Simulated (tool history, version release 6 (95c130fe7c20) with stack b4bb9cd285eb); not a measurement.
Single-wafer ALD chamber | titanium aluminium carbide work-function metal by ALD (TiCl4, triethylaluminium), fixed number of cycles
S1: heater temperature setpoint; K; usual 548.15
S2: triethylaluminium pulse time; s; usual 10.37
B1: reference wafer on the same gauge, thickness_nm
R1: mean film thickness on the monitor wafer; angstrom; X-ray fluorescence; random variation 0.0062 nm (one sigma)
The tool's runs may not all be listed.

Run 1, hour 0: usual settings; B1 2.098. Result: R1 17.71 angstrom.
Run 2, hour 32.2: usual settings but S2 13.44 s; B1 2.1. Result: R1 18.63 angstrom.
Run 3, hour 80.4: usual settings but S2 13.44 s; B1 2.099. Result: R1 18.54 angstrom.
At hour 96.4: thermocouple changed; heater temperature recalibrated.
Run 4, hour 128.4: usual settings but S1 541.15 K; B1 2.099. Result: R1 17.54 angstrom.
At hour 178.7: triethylaluminium bottle replaced.
Run 5, hour 201.5: usual settings; B1 2.1. Result: R1 18.65 angstrom.
Run 6, hour 248.8: usual settings; B1 2.1. Result: R1 18.56 angstrom.
Run 7, hour 311.1: usual settings; B1 2.099. Result: R1 18.44 angstrom.
At hour 370.5: showerhead replaced.
At hour 419.1: gauge calibrated.
Run 8, hour 420: usual settings; B1 2.1. Result: R1 18.38 angstrom.
Run 9, hour 444.2: usual settings; B1 2.102. Result: R1 18.33 angstrom.
Run 10, hour 508.2: usual settings but S1 540.15 K, S2 6.38 s; B1 2.099. Result: R1 12.54 angstrom.
Run 11, hour 546.6: usual settings; B1 2.1. Result: R1 18.12 angstrom.
Run 12, hour 596.4: usual settings but S1 560.15 K, S2 7.33 s; B1 2.101. Result: R1 16.18 angstrom.
Run 13, hour 642.1: usual settings but S1 537.15 K, S2 6.95 s; B1 2.101. Result: R1 13.44 angstrom.
Run 14, hour 683.4: usual settings but S2 12.56 s; B1 2.1. Result: R1 18.55 angstrom.
Run 15, hour 735: usual settings but S2 14.26 s; B1 2.1. Result: R1 18.75 angstrom.
Run 16, hour 771.4: usual settings but S1 539.15 K; B1 2.1. Result: R1 17.07 angstrom.
Run 17, hour 843.2: usual settings; B1 2.101. Result: R1 17.88 angstrom.
Run 18, hour 874: usual settings; B1 2.099. Result: R1 17.88 angstrom.
Run 19, hour 926.3: usual settings but S2 12.25 s; B1 2.1. Result: R1 18.53 angstrom.
Run 20, hour 979.6: usual settings but S1 553.15 K, S2 14.38 s; B1 2.099. Result: R1 19.28 angstrom.
Run 21, hour 1040.3: usual settings; B1 2.099. Result: R1 17.86 angstrom.
Run 22, hour 1086.4: usual settings; B1 2.1. Result: R1 17.84 angstrom.
Run 23, hour 1132.2: usual settings; B1 2.099. Result: R1 17.86 angstrom.
Run 24, hour 1166.4: usual settings but S1 541.15 K, S2 9.05 s; B1 2.1. Result: R1 16.23 angstrom.
Run 25, hour 1207.4: usual settings but S1 536.15 K, S2 13.51 s; B1 2.101. Result: R1 17.34 angstrom.
Run 26, hour 1245.1: usual settings but S1 535.15 K, S2 7.87 s; B1 2.101. Result: R1 14.46 angstrom.
At hour 1255.6: triethylaluminium bottle replaced.
Run 27, hour 1296.2: usual settings but S1 560.15 K, S2 8.82 s; B1 2.099. Result: R1 18.51 angstrom.
Run 28, hour 1344.7: usual settings but S1 552.15 K, S2 13.86 s; B1 2.101. Result: R1 19.17 angstrom.
Run 29, hour 1378: usual settings; B1 2.1. Result: R1 18.11 angstrom.
Run 30, hour 1446.8: usual settings but S1 554.15 K, S2 6.29 s; B1 2.101. Result: R1 13.42 angstrom.
Run 31, hour 1511.9: usual settings but S2 11.89 s; B1 2.101. Result: R1 18.4 angstrom.
Run 32, hour 1567: usual settings but S2 12.9 s; B1 2.101. Result: R1 18.61 angstrom.
Run 33, hour 1630.1: usual settings but S1 552.15 K, S2 12.62 s; B1 2.099. Result: R1 18.97 angstrom.
Run 34, hour 1693.4: usual settings but S1 538.15 K, S2 8.96 s; B1 2.1. Result: R1 16.15 angstrom.

Measured less the same run without the tool's hidden state. The same run-to-run variation is in both; the gauge's scatter may not be:
The hidden state here: wafer temperature above the value expected at the setpoint (K); triethylaluminium dose above that of a fresh bottle (%); gauge reads high (%).
run     R1
  1  -1.02
  2  -0.72
  3  -0.72
  4  -0.53
  5  -0.17
  6  -0.25
  7  -0.36
  8  -0.51
  9  -0.54
 10  -1.13
 11  -0.66
 12  -1.29
 13  -1.29
 14  -0.57
 15  -0.51
 16  -0.83
 17  -0.91
 18  -0.93
 19  -0.72
 20  -0.61
 21  -1.01
 22  -1.02
 23  -1.05
 24  -1.29
 25  -0.68
 26  -1.55
 27  -0.69
 28  -0.59
 29  -0.72
 30  -1.18
 31  -0.72
 32   -0.7
 33  -0.74
 34  -1.17
